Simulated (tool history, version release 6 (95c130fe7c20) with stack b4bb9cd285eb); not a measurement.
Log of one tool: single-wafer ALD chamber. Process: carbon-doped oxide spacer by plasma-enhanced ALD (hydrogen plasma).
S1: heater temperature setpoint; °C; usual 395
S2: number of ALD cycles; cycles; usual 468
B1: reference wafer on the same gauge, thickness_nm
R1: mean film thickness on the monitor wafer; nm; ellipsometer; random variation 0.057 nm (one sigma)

run 1 day=0.000 | S1=395 S2=526 | B1=18.927 | R1=25.646
-- day=0.896 thermocouple changed; heater temperature recalibrated
run 2 day=2.733 | S1=395 S2=526 | B1=18.911 | R1=25.635
run 3 day=5.271 | S1=395 S2=468 | B1=18.894 | R1=22.864
run 4 day=7.138 | S1=395 S2=468 | B1=18.897 | R1=22.912
run 5 day=10.304 | S1=395 S2=444 | B1=18.883 | R1=21.711
run 6 day=13.362 | S1=395 S2=444 | B1=18.865 | R1=21.810
run 7 day=16.829 | S1=395 S2=468 | B1=18.836 | R1=22.923
run 8 day=21.242 | S1=395 S2=468 | B1=18.845 | R1=22.880
run 9 day=24.500 | S1=395 S2=468 | B1=18.841 | R1=22.852
run 10 day=26.971 | S1=395 S2=434 | B1=18.827 | R1=21.165
run 11 day=29.104 | S1=395 S2=434 | B1=18.806 | R1=21.098
run 12 day=35.354 | S1=395 S2=396 | B1=18.792 | R1=19.254
run 13 day=38.538 | S1=395 S2=396 | B1=18.755 | R1=19.253
run 14 day=41.092 | S1=395 S2=468 | B1=18.749 | R1=22.704
run 15 day=45.408 | S1=395 S2=468 | B1=18.748 | R1=22.661
run 16 day=47.046 | S1=395 S2=468 | B1=18.726 | R1=22.698
run 17 day=49.233 | S1=395 S2=468 | B1=18.705 | R1=22.686
run 18 day=50.971 | S1=395 S2=468 | B1=18.714 | R1=22.586
run 19 day=53.133 | S1=395 S2=468 | B1=18.701 | R1=22.690
run 20 day=57.162 | S1=395 S2=468 | B1=18.653 | R1=22.747
run 21 day=59.533 | S1=385 S2=518 | B1=18.666 | R1=25.134
run 22 day=61.417 | S1=395 S2=518 | B1=18.648 | R1=24.964
run 23 day=63.300 | S1=395 S2=408 | B1=18.621 | R1=19.745
run 24 day=66.142 | S1=401 S2=385 | B1=18.616 | R1=18.555
run 25 day=69.671 | S1=395 S2=468 | B1=18.597 | R1=22.466
run 26 day=72.008 | S1=406 S2=422 | B1=18.573 | R1=20.029
-- day=72.492 gauge calibrated
run 27 day=74.962 | S1=395 S2=468 | B1=18.864 | R1=22.850
run 28 day=77.554 | S1=384 S2=436 | B1=18.840 | R1=21.267
run 29 day=81.929 | S1=380 S2=420 | B1=18.865 | R1=20.526
-- day=85.283 thermocouple changed; heater temperature recalibrated
run 30 day=85.542 | S1=409 S2=510 | B1=18.853 | R1=24.366
run 31 day=96.333 | S1=409 S2=510 | B1=18.831 | R1=24.272
run 32 day=98.133 | S1=391 S2=544 | B1=18.834 | R1=26.580
run 33 day=100.462 | S1=403 S2=400 | B1=18.819 | R1=19.344
run 34 day=104.633 | S1=404 S2=378 | B1=18.820 | R1=18.251
run 35 day=110.571 | S1=395 S2=468 | B1=18.825 | R1=22.799
run 36 day=113.179 | S1=395 S2=406 | B1=18.820 | R1=19.720
run 37 day=116.854 | S1=382 S2=494 | B1=18.819 | R1=24.111
run 38 day=119.733 | S1=386 S2=388 | B1=18.787 | R1=18.805
run 39 day=122.771 | S1=395 S2=468 | B1=18.779 | R1=22.683
run 40 day=125.488 | S1=381 S2=419 | B1=18.784 | R1=20.273
run 41 day=129.042 | S1=381 S2=380 | B1=18.770 | R1=18.527

The tool's hidden state at each run:
wafer temperature above the value expected at the setpoint (K): 0 in every run
H1: gauge reads high (%)
run=1 H1=0.0393
run=2 H1=0.0033
run=3 H1=-0.0323
run=4 H1=-0.0597
run=5 H1=-0.109
run=6 H1=-0.159
run=7 H1=-0.22
run=8 H1=-0.304
run=9 H1=-0.369
run=10 H1=-0.421
run=11 H1=-0.467
run=12 H1=-0.612
run=13 H1=-0.69
run=14 H1=-0.755
run=15 H1=-0.87
run=16 H1=-0.915
run=17 H1=-0.977
run=18 H1=-1.03
run=19 H1=-1.09
run=20 H1=-1.21
run=21 H1=-1.29
run=22 H1=-1.35
run=23 H1=-1.41
run=24 H1=-1.51
run=25 H1=-1.63
run=26 H1=-1.71
run=27 H1=-0.213
run=28 H1=-0.216
run=29 H1=-0.226
run=30 H1=-0.239
run=31 H1=-0.303
run=32 H1=-0.318
run=33 H1=-0.338
run=34 H1=-0.378
run=35 H1=-0.445
run=36 H1=-0.478
run=37 H1=-0.528
run=38 H1=-0.571
run=39 H1=-0.618
run=40 H1=-0.663
run=41 H1=-0.726
